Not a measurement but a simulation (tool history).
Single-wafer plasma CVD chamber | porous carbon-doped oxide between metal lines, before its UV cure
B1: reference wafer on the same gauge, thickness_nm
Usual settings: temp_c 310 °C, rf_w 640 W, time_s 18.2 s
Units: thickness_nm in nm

Run 1, hour 0: usual settings but temp_c 303 °C, rf_w 570 W; B1 103.057. Result: thickness_nm 91.627 nm.
At hour 7.4: gauge calibrated.
Run 2, hour 16.3: usual settings; B1 103.039. Result: thickness_nm 96.172 nm.
Run 3, hour 26: usual settings; B1 103.011. Result: thickness_nm 95.588 nm.
Run 4, hour 37.4: usual settings; B1 103.016. Result: thickness_nm 95.922 nm.
Run 5, hour 50.1: usual settings; B1 102.945. Result: thickness_nm 95.7 nm.
Run 6, hour 67.8: usual settings; B1 102.969. Result: thickness_nm 95.819 nm.
Run 7, hour 82.3: usual settings but rf_w 720 W; B1 102.958. Result: thickness_nm 104.519 nm.
Run 8, hour 91.9: usual settings but rf_w 720 W; B1 103.036. Result: thickness_nm 104.476 nm.
At hour 102: showerhead replaced.
Run 9, hour 102.5: usual settings but time_s 19.5 s; B1 102.943. Result: thickness_nm 102.29 nm.
Run 10, hour 104.5: usual settings but temp_c 300 °C, rf_w 700 W, time_s 16.9 s; B1 102.983. Result: thickness_nm 101.51 nm.
Run 11, hour 111.6: usual settings but temp_c 295 °C, time_s 21.7 s; B1 102.98. Result: thickness_nm 125.049 nm.
Run 12, hour 125.2: usual settings; B1 102.985. Result: thickness_nm 95.966 nm.
At hour 130.8: gauge calibrated.
Run 13, hour 139.8: usual settings but temp_c 296 °C, rf_w 575 W; B1 102.972. Result: thickness_nm 96.607 nm.
At hour 150.8: thermocouple changed; heater temperature recalibrated.
Run 14, hour 151.3: usual settings but temp_c 320 °C, rf_w 595 W; B1 103.003. Result: thickness_nm 85.588 nm.
At hour 165: RF generator calibrated.
Run 15, hour 165.5: usual settings; B1 102.974. Result: thickness_nm 100.978 nm.
Run 16, hour 176.2: usual settings but time_s 16.4 s; B1 102.974. Result: thickness_nm 90.978 nm.

The next listed run, before its measurement:
Run 17, hour 186.7: usual settings but temp_c 297 °C, rf_w 540 W, time_s 14.9 s; B1 ?. Result: thickness_nm ?.

Run 17 gave B1 103.037, thickness_nm 79.348 nm.
Without the tool's hidden state the same run would have given thickness_nm 80.272 nm.
